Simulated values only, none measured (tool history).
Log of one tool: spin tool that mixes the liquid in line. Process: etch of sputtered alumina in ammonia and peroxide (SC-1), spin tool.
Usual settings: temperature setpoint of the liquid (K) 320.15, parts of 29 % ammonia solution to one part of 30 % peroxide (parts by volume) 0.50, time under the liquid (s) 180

| run | hour | temperature setpoint of the liquid (K) | parts of 29 % ammonia solution to one part of 30 % peroxide (parts by volume) | time under the liquid (s) | read-back film thickness of the sputtered alumina reference wafer, read on the same gauge (nm) | thickness taken off the sputtered alumina on a monitor wafer (Å) |
|---|---|---|---|---|---|---|
| 1 | 0.0 | 320.15 | 0.50 | 180 | 60.01 | 81.1 |
|  | 61.7 | new drum of ammonia solution connected |
| 2 | 78.8 | 320.15 | 0.50 | 180 | 59.99 | 81.0 |
| 3 | 167.3 | 320.15 | 0.50 | 180 | 60.00 | 81.0 |
| 4 | 246.0 | 320.15 | 0.50 | 180 | 59.98 | 81.9 |
|  | 250.9 | heated supply line repaired |
| 5 | 346.2 | 326.15 | 0.50 | 135 | 60.02 | 85.9 |
|  | 353.5 | ammonia flow meter replaced |
| 6 | 393.7 | 326.15 | 0.50 | 135 | 60.00 | 83.8 |
| 7 | 439.3 | 320.15 | 0.50 | 180 | 59.99 | 81.3 |
|  | 502.8 | thermometer replaced |
| 8 | 545.8 | 320.15 | 0.50 | 180 | 59.98 | 80.6 |
|  | 559.3 | gauge calibrated |
| 9 | 625.9 | 320.15 | 0.50 | 150 | 59.98 | 67.4 |
| 10 | 717.7 | 320.15 | 0.50 | 150 | 60.00 | 67.8 |
| 11 | 819.5 | 320.15 | 0.50 | 180 | 60.00 | 81.5 |
|  | 910.5 | new drum of ammonia solution connected |
| 12 | 1100.0 | 320.15 | 0.25 | 120 | 60.01 | 50.4 |

Forecast run 13:
| 13 | 1172.0 | 320.15 | 0.50 | 85 | ? | ? |

read-back film thickness of the sputtered alumina reference wafer, read on the same gauge (nm): 60.00
thickness taken off the sputtered alumina on a monitor wafer (Å): 38.8
Without the tool's hidden state the same run would have given thickness taken off the sputtered alumina on a monitor wafer (Å) 38.8.
